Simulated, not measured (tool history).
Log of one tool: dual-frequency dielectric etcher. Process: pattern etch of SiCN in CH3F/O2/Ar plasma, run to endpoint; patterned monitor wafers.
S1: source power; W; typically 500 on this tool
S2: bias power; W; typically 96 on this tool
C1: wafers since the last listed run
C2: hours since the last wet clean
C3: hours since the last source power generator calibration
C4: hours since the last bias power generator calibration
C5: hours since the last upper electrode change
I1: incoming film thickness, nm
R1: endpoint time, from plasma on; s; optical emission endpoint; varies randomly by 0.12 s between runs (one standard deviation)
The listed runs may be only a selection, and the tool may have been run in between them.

{"run": 1, "hour": 0.0, "S1": 460, "S2": 96, "C1": 0, "C2": 228.1, "C3": 4836.7, "C4": 2762.8, "C5": 4908.7, "I1": 8.08, "R1": 17.4}
{"run": 2, "hour": 8.4, "S1": 500, "S2": 106, "C1": 150, "C2": 236.5, "C3": 4845.1, "C4": 2771.2, "C5": 4917.1, "I1": 8.04, "R1": 16.1}
{"run": 3, "hour": 25.0, "S1": 500, "S2": 106, "C1": 296, "C2": 253.1, "C3": 4861.7, "C4": 2787.8, "C5": 4933.7, "I1": 8.09, "R1": 16.3}
{"run": 4, "hour": 40.1, "S1": 500, "S2": 106, "C1": 269, "C2": 268.2, "C3": 4876.8, "C4": 2802.9, "C5": 4948.8, "I1": 7.95, "R1": 16.0}
{"run": 5, "hour": 55.0, "S1": 590, "S2": 79, "C1": 266, "C2": 283.1, "C3": 4891.7, "C4": 2817.8, "C5": 4963.7, "I1": 8.12, "R1": 16.6}
{"run": 6, "hour": 64.2, "S1": 500, "S2": 96, "C1": 164, "C2": 292.3, "C3": 4900.9, "C4": 2827.0, "C5": 4972.9, "I1": 8.13, "R1": 16.9}
{"run": 7, "hour": 73.4, "S1": 500, "S2": 96, "C1": 164, "C2": 301.5, "C3": 4910.1, "C4": 2836.2, "C5": 4982.1, "I1": 8.06, "R1": 16.9}
{"run": 8, "hour": 86.1, "S1": 500, "S2": 96, "C1": 227, "C2": 314.2, "C3": 4922.8, "C4": 2848.9, "C5": 4994.8, "I1": 8.11, "R1": 16.8}
{"hour": 118.3, "done": "wet clean of the chamber"}
{"run": 9, "hour": 132.5, "S1": 500, "S2": 96, "C1": 400, "C2": 14.2, "C3": 4969.2, "C4": 2895.3, "C5": 5041.2, "I1": 8.12, "R1": 16.2}
{"run": 10, "hour": 139.1, "S1": 500, "S2": 96, "C1": 117, "C2": 20.8, "C3": 4975.8, "C4": 2901.9, "C5": 5047.8, "I1": 8.05, "R1": 16.1}
{"hour": 147.6, "done": "source power generator calibrated"}
{"run": 11, "hour": 148.1, "S1": 500, "S2": 96, "C1": 89, "C2": 29.8, "C3": 0.5, "C4": 2910.9, "C5": 5056.8, "I1": 8.08, "R1": 16.1}
{"hour": 175.5, "done": "upper electrode replaced"}
{"run": 12, "hour": 176.0, "S1": 500, "S2": 89, "C1": 69, "C2": 57.7, "C3": 28.4, "C4": 2938.8, "C5": 0.5, "I1": 8.11, "R1": 16.5}
{"run": 13, "hour": 176.3, "S1": 420, "S2": 109, "C1": 5, "C2": 58.0, "C3": 28.7, "C4": 2939.1, "C5": 0.8, "I1": 8.02, "R1": 16.9}
{"run": 14, "hour": 180.9, "S1": 570, "S2": 96, "C1": 82, "C2": 62.6, "C3": 33.3, "C4": 2943.7, "C5": 5.4, "I1": 8.13, "R1": 15.0}
{"run": 15, "hour": 190.4, "S1": 570, "S2": 96, "C1": 169, "C2": 72.1, "C3": 42.8, "C4": 2953.2, "C5": 14.9, "I1": 8.08, "R1": 15.2}
{"run": 16, "hour": 199.0, "S1": 570, "S2": 96, "C1": 153, "C2": 80.7, "C3": 51.4, "C4": 2961.8, "C5": 23.5, "I1": 8.15, "R1": 15.4}
{"run": 17, "hour": 206.9, "S1": 380, "S2": 109, "C1": 141, "C2": 88.6, "C3": 59.3, "C4": 2969.7, "C5": 31.4, "I1": 8.12, "R1": 18.5}
{"run": 18, "hour": 217.8, "S1": 530, "S2": 96, "C1": 194, "C2": 99.5, "C3": 70.2, "C4": 2980.6, "C5": 42.3, "I1": 8.1, "R1": 15.9}
{"run": 19, "hour": 230.6, "S1": 410, "S2": 96, "C1": 228, "C2": 112.3, "C3": 83.0, "C4": 2993.4, "C5": 55.1, "I1": 8.08, "R1": 18.3}
{"run": 20, "hour": 238.7, "S1": 500, "S2": 96, "C1": 144, "C2": 120.4, "C3": 91.1, "C4": 3001.5, "C5": 63.2, "I1": 8.13, "R1": 16.5}
{"run": 21, "hour": 246.7, "S1": 500, "S2": 96, "C1": 142, "C2": 128.4, "C3": 99.1, "C4": 3009.5, "C5": 71.2, "I1": 8.14, "R1": 16.4}
{"run": 22, "hour": 259.4, "S1": 560, "S2": 120, "C1": 227, "C2": 141.1, "C3": 111.8, "C4": 3022.2, "C5": 83.9, "I1": 8.13, "R1": 14.6}
{"run": 23, "hour": 273.5, "S1": 540, "S2": 115, "C1": 252, "C2": 155.2, "C3": 125.9, "C4": 3036.3, "C5": 98.0, "I1": 8.1, "R1": 14.9}
{"hour": 289.0, "done": "bias power generator calibrated"}
{"run": 24, "hour": 291.2, "S1": 500, "S2": 96, "C1": 244, "C2": 172.9, "C3": 143.6, "C4": 2.2, "C5": 115.7, "I1": 8.08, "R1": 16.7}
{"run": 25, "hour": 301.4, "S1": 500, "S2": 96, "C1": 182, "C2": 183.1, "C3": 153.8, "C4": 12.4, "C5": 125.9, "I1": 8.07, "R1": 16.6}
{"run": 26, "hour": 314.2, "S1": 500, "S2": 96, "C1": 228, "C2": 195.9, "C3": 166.6, "C4": 25.2, "C5": 138.7, "I1": 8.13, "R1": 16.6}
{"run": 27, "hour": 322.8, "S1": 500, "S2": 77, "C1": 153, "C2": 204.5, "C3": 175.2, "C4": 33.8, "C5": 147.3, "I1": 8.08, "R1": 17.6}
{"run": 28, "hour": 336.9, "S1": 590, "S2": 118, "C1": 252, "C2": 218.6, "C3": 189.3, "C4": 47.9, "C5": 161.4, "I1": 8.13, "R1": 14.2}
{"run": 29, "hour": 344.6, "S1": 500, "S2": 115, "C1": 137, "C2": 226.3, "C3": 197.0, "C4": 55.6, "C5": 169.1, "I1": 8.12, "R1": 15.8}
{"run": 30, "hour": 362.0, "S1": 500, "S2": 73, "C1": 311, "C2": 243.7, "C3": 214.4, "C4": 73.0, "C5": 186.5, "I1": 8.11, "R1": 18.0}
{"run": 31, "hour": 369.8, "S1": 500, "S2": 96, "C1": 139, "C2": 251.5, "C3": 222.2, "C4": 80.8, "C5": 194.3, "I1": 8.14, "R1": 16.8}
{"run": 32, "hour": 383.6, "S1": 400, "S2": 109, "C1": 246, "C2": 265.3, "C3": 236.0, "C4": 94.6, "C5": 208.1, "I1": 8.1, "R1": 18.5}
{"run": 33, "hour": 392.7, "S1": 530, "S2": 112, "C1": 162, "C2": 274.4, "C3": 245.1, "C4": 103.7, "C5": 217.2, "I1": 8.11, "R1": 15.6}

4 options for the next run, each taken on its own from the tool as it stands now. Forecast them:
{"run": "A", "hour": 393.1, "S1": 500, "S2": 117, "C1": 7, "C2": 274.8, "C3": 245.5, "C4": 104.1, "C5": 217.6, "I1": 8.15, "R1": "?"}
{"run": "B", "hour": 393.1, "S1": 600, "S2": 96, "C1": 7, "C2": 274.8, "C3": 245.5, "C4": 104.1, "C5": 217.6, "I1": 8.15, "R1": "?"}
{"run": "C", "hour": 393.1, "S1": 560, "S2": 96, "C1": 7, "C2": 274.8, "C3": 245.5, "C4": 104.1, "C5": 217.6, "I1": 8.15, "R1": "?"}
{"run": "D", "hour": 393.1, "S1": 550, "S2": 96, "C1": 7, "C2": 274.8, "C3": 245.5, "C4": 104.1, "C5": 217.6, "I1": 8.15, "R1": "?"}

run=A R1=15.9
run=B R1=15.4
run=C R1=16.0
run=D R1=16.1
Stripped of hidden state, with their random variation kept, the same runs would have yielded:
run=A R1=15.4
run=B R1=14.9
run=C R1=15.5
run=D R1=15.6
